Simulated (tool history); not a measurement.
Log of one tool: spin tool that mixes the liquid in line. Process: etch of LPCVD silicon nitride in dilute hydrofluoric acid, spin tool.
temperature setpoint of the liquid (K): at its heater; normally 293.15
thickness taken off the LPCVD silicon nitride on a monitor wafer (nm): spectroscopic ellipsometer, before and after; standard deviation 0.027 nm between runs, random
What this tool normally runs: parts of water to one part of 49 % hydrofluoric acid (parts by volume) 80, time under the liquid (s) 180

| run | hour | temperature setpoint of the liquid (K) | parts of water to one part of 49 % hydrofluoric acid (parts by volume) | time under the liquid (s) | read-back film thickness of the LPCVD silicon nitride reference wafer, read on the same gauge (nm) | thickness taken off the LPCVD silicon nitride on a monitor wafer (nm) |
|---|---|---|---|---|---|---|
| 1 | 0.0 | 293.15 | 80 | 180 | 60.003 | 0.722 |
| 2 | 80.1 | 293.15 | 80 | 180 | 59.998 | 0.711 |
| 3 | 150.1 | 293.15 | 80 | 180 | 59.998 | 0.655 |
| 4 | 202.7 | 293.15 | 80 | 180 | 60.002 | 0.678 |
| 5 | 256.4 | 293.15 | 105 | 180 | 60.003 | 0.495 |
| 6 | 310.6 | 293.15 | 105 | 180 | 60.005 | 0.510 |
| 7 | 378.9 | 293.15 | 105 | 180 | 60.014 | 0.509 |
|  | 386.8 | thermometer replaced |
| 8 | 422.3 | 293.15 | 80 | 180 | 59.998 | 0.787 |
|  | 452.5 | hydrofluoric acid flow meter replaced |
| 9 | 507.6 | 290.15 | 80 | 180 | 60.009 | 0.610 |
| 10 | 614.4 | 293.15 | 80 | 180 | 60.004 | 0.752 |
| 11 | 705.4 | 293.15 | 80 | 255 | 59.999 | 1.088 |
|  | 715.9 | gauge calibrated |
| 12 | 773.0 | 293.15 | 80 | 180 | 60.001 | 0.652 |
| 13 | 841.9 | 293.15 | 80 | 180 | 60.000 | 0.701 |
| 14 | 922.6 | 293.15 | 90 | 180 | 59.990 | 0.615 |
| 15 | 989.7 | 290.15 | 120 | 130 | 60.002 | 0.279 |
| 16 | 1081.5 | 290.65 | 95 | 270 | 59.996 | 0.724 |

Here are 4 independent what-if runs from the current tool condition. What would each one return?
| A | 1082.0 | 293.15 | 80 | 180 | ? | ? |
| B | 1082.0 | 295.65 | 65 | 105 | ? | ? |
| C | 1082.0 | 291.15 | 115 | 180 | ? | ? |
| D | 1082.0 | 293.15 | 80 | 135 | ? | ? |

| run | read-back film thickness of the LPCVD silicon nitride reference wafer, read on the same gauge (nm) | thickness taken off the LPCVD silicon nitride on a monitor wafer (nm) |
|---|---|---|
| A | 59.996 | 0.712 |
| B | 59.996 | 0.605 |
| C | 59.996 | 0.436 |
| D | 59.996 | 0.534 |
What these runs would have given with no unlogged condition in the tool:
| run | thickness taken off the LPCVD silicon nitride on a monitor wafer (nm) |
|---|---|
| A | 0.822 |
| B | 0.697 |
| C | 0.503 |
| D | 0.616 |

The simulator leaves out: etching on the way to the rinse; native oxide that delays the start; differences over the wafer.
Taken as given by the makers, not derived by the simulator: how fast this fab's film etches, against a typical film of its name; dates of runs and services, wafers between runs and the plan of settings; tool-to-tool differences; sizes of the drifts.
